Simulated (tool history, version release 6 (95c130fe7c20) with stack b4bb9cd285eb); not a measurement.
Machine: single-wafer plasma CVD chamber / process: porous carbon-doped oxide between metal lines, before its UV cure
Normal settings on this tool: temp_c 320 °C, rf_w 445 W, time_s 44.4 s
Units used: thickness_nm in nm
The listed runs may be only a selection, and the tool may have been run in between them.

| run | hour | temp_c | rf_w | time_s | read-back reference wafer on the same gauge, thickness_nm | thickness_nm |
|---|---|---|---|---|---|---|
| 1 | 0.0 | 320 | 445 | 44.4 | 213.379 | 188.486 |
| 2 | 52.3 | 320 | 445 | 49.2 | 213.183 | 206.471 |
| 3 | 88.3 | 320 | 445 | 49.2 | 212.862 | 205.186 |
| 4 | 118.3 | 320 | 445 | 44.4 | 213.275 | 186.812 |
| 5 | 172.5 | 320 | 380 | 44.4 | 212.887 | 169.826 |
| 6 | 203.5 | 326 | 445 | 44.4 | 212.617 | 179.928 |
| 7 | 256.4 | 326 | 445 | 44.4 | 212.842 | 182.519 |
| 8 | 323.6 | 320 | 445 | 51.3 | 212.809 | 212.786 |
| 9 | 352.1 | 320 | 445 | 51.3 | 213.206 | 212.535 |
| 10 | 397.7 | 314 | 445 | 44.4 | 212.888 | 190.093 |
| 11 | 572.6 | 320 | 445 | 44.4 | 212.837 | 182.569 |
| 12 | 668.5 | 320 | 445 | 44.4 | 213.316 | 185.071 |
| 13 | 697.7 | 320 | 445 | 44.4 | 212.741 | 184.476 |
| 14 | 756.2 | 320 | 445 | 44.4 | 212.895 | 195.476 |
| 15 | 794.6 | 320 | 445 | 44.4 | 213.295 | 194.859 |
| 16 | 838.5 | 320 | 425 | 44.4 | 213.085 | 188.174 |
| 17 | 905.4 | 320 | 390 | 47.9 | 212.984 | 190.600 |
| 18 | 959.6 | 324 | 480 | 40.9 | 213.062 | 182.454 |
| 19 | 984.1 | 320 | 445 | 40.9 | 212.985 | 176.139 |
| 20 | 1055.1 | 320 | 445 | 44.4 | 213.143 | 190.567 |
| 21 | 1094.9 | 320 | 445 | 44.4 | 212.673 | 189.475 |
| 22 | 1158.4 | 334 | 515 | 44.4 | 213.288 | 193.343 |
| 23 | 1185.7 | 310 | 505 | 37.7 | 212.974 | 182.831 |
| 24 | 1229.6 | 325 | 500 | 49.1 | 213.051 | 217.841 |
| 25 | 1293.9 | 309 | 445 | 50.9 | 213.278 | 227.312 |
| 26 | 1320.3 | 334 | 400 | 48.9 | 213.141 | 181.327 |
| 27 | 1369.6 | 334 | 400 | 48.9 | 213.029 | 183.523 |
| 28 | 1439.5 | 320 | 445 | 44.4 | 213.034 | 187.042 |
| 29 | 1507.4 | 320 | 500 | 47.0 | 212.739 | 211.995 |
| 30 | 1562.6 | 320 | 445 | 49.6 | 212.967 | 209.906 |
| 31 | 1627.4 | 320 | 475 | 47.5 | 212.751 | 208.011 |

Withheld: 4 entries from between the runs. Position of each, and hidden state at the listed run before versus the listed run after:
From run 12 to run 13: gauge calibrated (hour 697.2)
  no difference in the tool's unlogged condition between these two runs
  measured less the result without the state, thickness_nm: -12.161 -> -12.162 nm
From run 13 to run 14: RF generator calibrated (hour 755.7)
  delivered RF power above the setpoint (%): -10.3 -> -0.503
  measured less the result without the state, thickness_nm: -12.162 -> -0.586 nm
From run 17 to run 18: showerhead replaced (hour 916.2)
  delivered RF power above the setpoint (%): -3.35 -> -4.13
  measured less the result without the state, thickness_nm: -3.883 -> -3.995 nm
From run 19 to run 20: thermocouple changed; heater temperature recalibrated (hour 1036.9)
  delivered RF power above the setpoint (%): -4.44 -> -5.24
  measured less the result without the state, thickness_nm: -4.792 -> -6.151 nm
